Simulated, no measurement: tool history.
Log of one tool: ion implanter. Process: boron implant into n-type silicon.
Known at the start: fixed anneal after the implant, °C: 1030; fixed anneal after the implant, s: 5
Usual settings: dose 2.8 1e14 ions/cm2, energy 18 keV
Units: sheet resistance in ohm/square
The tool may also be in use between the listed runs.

run   hour  dose  energy  wafers since the last listed run  hours since the last dose calibration  hours since the extraction supply was calibrated  hours since the gauge calibration  read-back reference wafer on the same gauge, sheet resistance  sheet resistance
  1      0   2.8      18                                 0                                 1732.1                                            4683.3                              106.9                                                         267.94            320.23
  2   10.4   2.8      18                               129                                 1742.5                                            4693.7                              117.3                                                         267.98            319.98
  3     17   2.8      18                                82                                 1749.1                                            4700.3                              123.9                                                         267.89            320.49
  4   30.7   2.8      18                               171                                 1762.8                                              4714                              137.6                                                         267.97            321.04
      44.1  -- gauge calibrated
  5   47.9   2.8      18                               214                                   1780                                            4731.2                                3.8                                                         267.95            320.02
  6   65.1   2.8      18                               214                                 1797.2                                            4748.4                                 21                                                         268.17            319.85
  7   76.8   2.6      18                               146                                 1808.9                                            4760.1                               32.7                                                         268.11            339.99
  8   85.7   2.6      18                               111                                 1817.8                                              4769                               41.6                                                         267.92            340.36
  9  102.2   2.6      18                               206                                 1834.3                                            4785.5                               58.1                                                         268.12            339.85
 10  113.8  3.18    20.5                               144                                 1845.9                                            4797.1                               69.7                                                         268.05             284.5
     136.3  -- extraction supply calibrated
 11  136.8  3.18    20.5                               187                                 1868.9                                               0.5                               92.7                                                         267.94            285.29
 12  140.5  3.21    22.5                                46                                 1872.6                                               4.2                               96.4                                                         267.91            279.21
 13  149.9   2.8      18                               117                                   1882                                              13.6                              105.8                                                         267.99            319.63
 14  163.3   2.1    13.5                               167                                 1895.4                                                27                              119.2                                                          267.8            418.46
     194.4  -- gauge calibrated
     195.6  -- Faraday cup replaced and dose calibrated
 15  196.1   2.8      18                               309                                    0.5                                              59.8                                1.7                                                         267.97            331.12
 16  204.6  2.52      23                               106                                      9                                              68.3                               10.2                                                         268.14            351.16
 17  218.4   2.8      18                               172                                   22.8                                              82.1                                 24                                                         268.02            331.02
 18  230.1  3.21    22.5                               146                                   34.5                                              93.8                               35.7                                                         267.87            289.42
 19  239.3   2.8    19.5                               114                                   43.7                                               103                               44.9                                                          267.8            327.62
 20  248.9   2.8      14                               119                                   53.3                                             112.6                               54.5                                                         267.97            341.12
 21  260.8  3.28      22                               148                                   65.2                                             124.5                               66.4                                                         267.97            285.09
 22  268.3   2.4      18                                93                                   72.7                                               132                               73.9                                                         267.88            374.54

3 ways to go on from here, each from the tool as it stands after run 22. What would each give?
  A  268.7   2.8      18                                 4                                   73.1                                             132.4                               74.3                                                              ?                 ?
  B  268.7  2.12      18                                 4                                   73.1                                             132.4                               74.3                                                              ?                 ?
  C  268.7  2.38    15.5                                 4                                   73.1                                             132.4                               74.3                                                              ?                 ?

run  read-back reference wafer on the same gauge, sheet resistance  sheet resistance
  A                                                         268.07            329.75
  B                                                         268.07            413.57
  C                                                         268.07            383.33
Without the tool's hidden state the same runs would have given:
run  sheet resistance
  A            329.88
  B            413.73
  C            383.47
